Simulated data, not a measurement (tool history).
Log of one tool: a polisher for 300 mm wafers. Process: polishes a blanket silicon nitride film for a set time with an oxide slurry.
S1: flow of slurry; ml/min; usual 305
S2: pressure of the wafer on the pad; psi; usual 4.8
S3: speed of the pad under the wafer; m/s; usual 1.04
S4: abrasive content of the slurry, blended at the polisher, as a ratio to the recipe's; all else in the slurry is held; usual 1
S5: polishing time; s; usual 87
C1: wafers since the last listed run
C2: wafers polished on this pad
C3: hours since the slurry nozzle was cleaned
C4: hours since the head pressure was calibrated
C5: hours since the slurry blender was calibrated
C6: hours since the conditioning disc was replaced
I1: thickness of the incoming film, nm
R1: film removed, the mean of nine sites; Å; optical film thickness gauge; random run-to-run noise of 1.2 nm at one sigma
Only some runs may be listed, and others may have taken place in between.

run,hour,S1,S2,S3,S4,S5,C1,C2,C3,C4,C5,C6,I1,R1
1,0,305,4.8,1.04,1,87,0,467,266.7,950.2,117.9,31.2,542.3,761
2,14.2,305,4.8,1.04,1,87,158,625,280.9,964.4,132.1,45.4,531.2,692
3,27.5,305,4.8,1.04,1,87,148,774,294.2,977.7,145.4,58.7,545.3,687
4,40.8,305,4.8,1.04,1,87,148,922,307.5,991,158.7,72,532.9,678
# hour 46.5: worn pad replaced by a new one
# hour 54.6: slurry blender recalibrated
5,55.1,305,4.8,1.04,1,87,92,73,321.8,1005.3,0.5,86.3,529.4,798
6,70.9,305,4.8,1.04,1,87,176,249,337.6,1021.1,16.3,102.1,540.1,770
7,80.4,305,4.8,1.04,1,87,105,355,347.1,1030.6,25.8,111.6,538.1,759
8,92.9,305,4.8,1.04,1,87,139,495,359.6,1043.1,38.3,124.1,531.4,781
9,104.1,305,4.8,1.04,1,87,124,620,370.8,1054.3,49.5,135.3,537.4,744
# hour 118.2: worn pad replaced by a new one
10,118.7,305,4.8,1.04,1,87,118,5,385.4,1068.9,64.1,149.9,545.1,815
# hour 125.1: conditioning disc replaced and pad reconditioned
# hour 131.2: slurry nozzle cleaned
11,131.7,305,4.8,1.04,1,87,111,116,0.5,1081.9,77.1,6.6,545.2,756
12,141.4,305,4.8,1.04,1,87,108,225,10.2,1091.6,86.8,16.3,547.5,754
13,155.4,305,4.8,1.04,1,87,156,381,24.2,1105.6,100.8,30.3,542.6,760
14,166.8,305,4.8,1.04,1,87,127,508,35.6,1117,112.2,41.7,551.8,732
# hour 181.7: head pressure recalibrated
15,182.2,305,6.1,1.04,1.25,87,149,657,51,0.5,127.6,57.1,543.4,1021
# hour 195.7: worn pad replaced by a new one
16,197.4,305,5.7,1.04,1,87,124,18,66.2,15.7,142.8,72.3,534,914
17,214,305,4.8,1.04,1.15,87,185,203,82.8,32.3,159.4,88.9,534.2,788
18,220.8,265,4.3,1.04,1.25,87,75,279,89.6,39.1,166.2,95.7,537.4,718
# hour 232.3: slurry blender recalibrated
19,237.2,305,4.8,0.82,1,87,160,440,106,55.5,4.9,112.1,532.3,658
20,262.7,305,4.8,1.04,1,87,284,724,131.5,81,30.4,137.6,547,756
21,271.6,255,4.8,1.24,0.8,87,99,823,140.4,89.9,39.3,146.5,540.6,733
# hour 277.8: worn pad replaced by a new one
22,284.8,305,4.3,1.04,1.2,107,102,77,153.6,103.1,52.5,159.7,531.4,938
# hour 291.6: conditioning disc replaced and pad reconditioned
23,292.1,305,3.4,1.04,1,114,59,137,160.9,110.4,59.8,0.5,539.9,721

What will run 24 give?
24,298.8,305,4.8,1.04,1,87,74,211,167.6,117.1,66.5,7.2,548.3,?

{"run 24": {"R1": 777}}
On a tool with no hidden condition, and with the same random variation, this run would have come out at R1 848 Å.
